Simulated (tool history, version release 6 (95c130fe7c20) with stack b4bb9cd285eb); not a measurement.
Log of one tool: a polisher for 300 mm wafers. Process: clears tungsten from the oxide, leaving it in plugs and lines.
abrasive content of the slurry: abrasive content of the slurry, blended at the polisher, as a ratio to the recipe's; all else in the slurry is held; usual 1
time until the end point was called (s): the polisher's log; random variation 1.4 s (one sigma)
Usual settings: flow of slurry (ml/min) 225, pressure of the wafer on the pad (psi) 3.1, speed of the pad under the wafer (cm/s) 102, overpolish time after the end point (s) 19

run     day  flow of slurry (ml/min)  pressure of the wafer on the pad (psi)  speed of the pad under the wafer (cm/s)  abrasive content of the slurry  overpolish time after the end point (s)  incoming thickness of the incoming film, nm  time until the end point was called (s)
  1       0                      225                                     2.4                                      124                               1                                       19                                        409.3                                    131.3
  2   1.825                      225                                     2.4                                      124                               1                                       19                                        412.7                                    133.4
  3  12.742                      175                                     3.1                                      102                            1.15                                       19                                        411.6                                    119.1
  4  15.383                      175                                     3.1                                      102                            1.15                                       19                                        408.9                                    119.4
  5  19.746                      175                                     3.1                                      102                            1.15                                       19                                        405.2                                    117.2
  6  21.775                      225                                     3.1                                      102                             0.8                                       26                                        414.1                                      120
  7  25.162                      225                                     3.1                                      102                             0.8                                       26                                        412.4                                    120.9
  8  28.867                      225                                     3.1                                      102                             0.8                                       26                                        414.7                                    122.5
  9  31.438                      225                                     3.1                                      102                               1                                       19                                        407.4                                    117.9
 10  38.796                      225                                     3.1                                      102                               1                                       19                                        411.3                                    115.2
 11  42.208                      225                                     3.1                                      102                             1.1                                       19                                        417.8                                      118
 12  46.712                      225                                     3.1                                      120                               1                                       10                                        403.7                                    104.2
 13  51.008                      225                                     3.1                                      102                               1                                       15                                        413.8                                    118.1
 14  53.775                      225                                     4.1                                      118                               1                                       28                                        417.7                                     81.4
 15  57.083                      225                                     3.1                                      102                             1.1                                       19                                        418.9                                    117.6
 16  59.183                      225                                     3.1                                      102                               1                                       19                                          415                                    119.1
 17  61.942                      225                                     3.4                                       78                            1.25                                       10                                        410.9                                    120.2
 18  66.225                      280                                     2.4                                      102                               1                                        9                                        412.6                                    147.3
 19  70.471                      225                                     3.1                                      102                             1.1                                       19                                        411.3                                    117.8
 20  73.346                      225                                     3.1                                      102                             1.2                                       16                                        408.6                                    111.4
 21  75.246                      280                                     3.8                                      102                             1.2                                       29                                        411.9                                     92.9

Taken out of this log: 25 entries between the listed runs. Where each belongs, and how the hidden state differs across it:
Between runs 2 and 3: slurry nozzle cleaned (day 3.458); worn pad replaced by a new one (day 5.808); head pressure recalibrated (day 9.071); slurry tank refilled with fresh slurry and peroxide (day 12.279)
  no hidden state differs between the two runs
Between runs 3 and 4: slurry blender recalibrated (day 13.3)
  no hidden state differs between the two runs
Between runs 5 and 6: slurry nozzle cleaned (day 20.254)
  no hidden state differs between the two runs
Between runs 6 and 7: worn pad replaced by a new one (day 22.358); head pressure recalibrated (day 23.271)
  no hidden state differs between the two runs
Between runs 7 and 8: slurry tank refilled with fresh slurry and peroxide (day 27.646); slurry blender recalibrated (day 28.379)
  no hidden state differs between the two runs
Between runs 9 and 10: worn pad replaced by a new one (day 38.408); slurry nozzle cleaned (day 38.754)
  no hidden state differs between the two runs
Between runs 10 and 11: head pressure recalibrated (day 39.188)
  no hidden state differs between the two runs
Between runs 11 and 12: slurry tank refilled with fresh slurry and peroxide (day 42.317); slurry blender recalibrated (day 43.738)
  no hidden state differs between the two runs
Between runs 13 and 14: head pressure recalibrated (day 52.954); worn pad replaced by a new one (day 53.296)
  no hidden state differs between the two runs
Between runs 14 and 15: slurry tank refilled with fresh slurry and peroxide (day 55.55)
  no hidden state differs between the two runs
Between runs 15 and 16: slurry nozzle cleaned (day 58.108)
  no hidden state differs between the two runs
Between runs 16 and 17: slurry blender recalibrated (day 59.45)
  no hidden state differs between the two runs
Between runs 18 and 19: head pressure recalibrated (day 68.683); worn pad replaced by a new one (day 69.071); slurry tank refilled with fresh slurry and peroxide (day 69.362)
  no hidden state differs between the two runs
Between runs 19 and 20: slurry nozzle cleaned (day 73.033); slurry blender recalibrated (day 73.062)
  no hidden state differs between the two runs
